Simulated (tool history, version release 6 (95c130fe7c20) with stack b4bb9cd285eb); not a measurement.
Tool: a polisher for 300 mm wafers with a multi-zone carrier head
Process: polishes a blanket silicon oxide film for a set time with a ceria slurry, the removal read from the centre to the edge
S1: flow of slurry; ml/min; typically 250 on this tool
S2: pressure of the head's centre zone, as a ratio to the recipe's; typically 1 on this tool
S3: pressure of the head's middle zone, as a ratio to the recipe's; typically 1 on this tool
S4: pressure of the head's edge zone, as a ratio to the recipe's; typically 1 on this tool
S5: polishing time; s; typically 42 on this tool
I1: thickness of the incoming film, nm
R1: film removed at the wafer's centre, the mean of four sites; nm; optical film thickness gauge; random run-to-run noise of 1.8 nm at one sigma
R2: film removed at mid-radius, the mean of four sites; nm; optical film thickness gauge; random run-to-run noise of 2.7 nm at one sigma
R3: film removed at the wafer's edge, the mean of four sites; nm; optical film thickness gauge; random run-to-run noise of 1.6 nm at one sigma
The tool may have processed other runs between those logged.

run,hour,S1,S2,S3,S4,S5,I1,R1,R2,R3
1,0,250,1,1,0.91,46,1708.6,275.8,256.2,249
2,34.5,175,1,1,1,42,1707.7,235.9,218.6,232.2
# hour 74.1: carrier head's membrane replaced by a new one
3,111.1,250,0.94,1,1,28,1696.3,160.8,159.1,160.2
4,134.6,250,1.07,0.93,1,42,1720.5,269.1,220.1,236.5
5,152.3,175,0.97,1.09,0.91,42,1728.4,231.6,239.6,218.3
6,181.6,250,1,1,1,42,1750.6,257.4,233,238.6
7,207.7,250,1,1,1,34,1742.6,210.1,189.7,190.8
8,226.8,250,1,1,1,42,1690.9,261.3,235.8,238.1
# hour 260: worn pad replaced by a new one
# hour 265.9: slurry nozzle cleaned
9,271,250,1,1,1,42,1700.7,263.2,234.2,239.1
# hour 294.2: centre zone pressure recalibrated
10,300.2,175,1.05,1,0.88,42,1729.3,231.4,220.5,215.1
11,327.7,250,1,1,1,48,1748.5,271.7,272.4,271.3
12,340.9,225,1,1,1,28,1715.1,153.5,153.7,155.1
13,353.2,335,1,1.11,1,42,1695.1,243.9,267.1,243.8
14,366.1,250,1,1,1,42,1728.1,233.6,231.3,239.9
15,395.2,180,1,0.9,0.92,36,1743.2,191.1,175.3,190.9
16,420.1,250,1.03,1,1,42,1703.6,240.7,233.5,237.7

Run 17 has not been measured yet. What should we expect?
17,442.4,335,0.91,0.97,1,42,1711.6,?,?,?

{"run 17": {"R1": 226.9, "R2": 235.9, "R3": 241.1}}
Take away the tool's hidden state, keep the run-to-run variation as it was, and the same run would have given R1 226.3 nm, R2 235.9 nm, R3 241.1 nm.
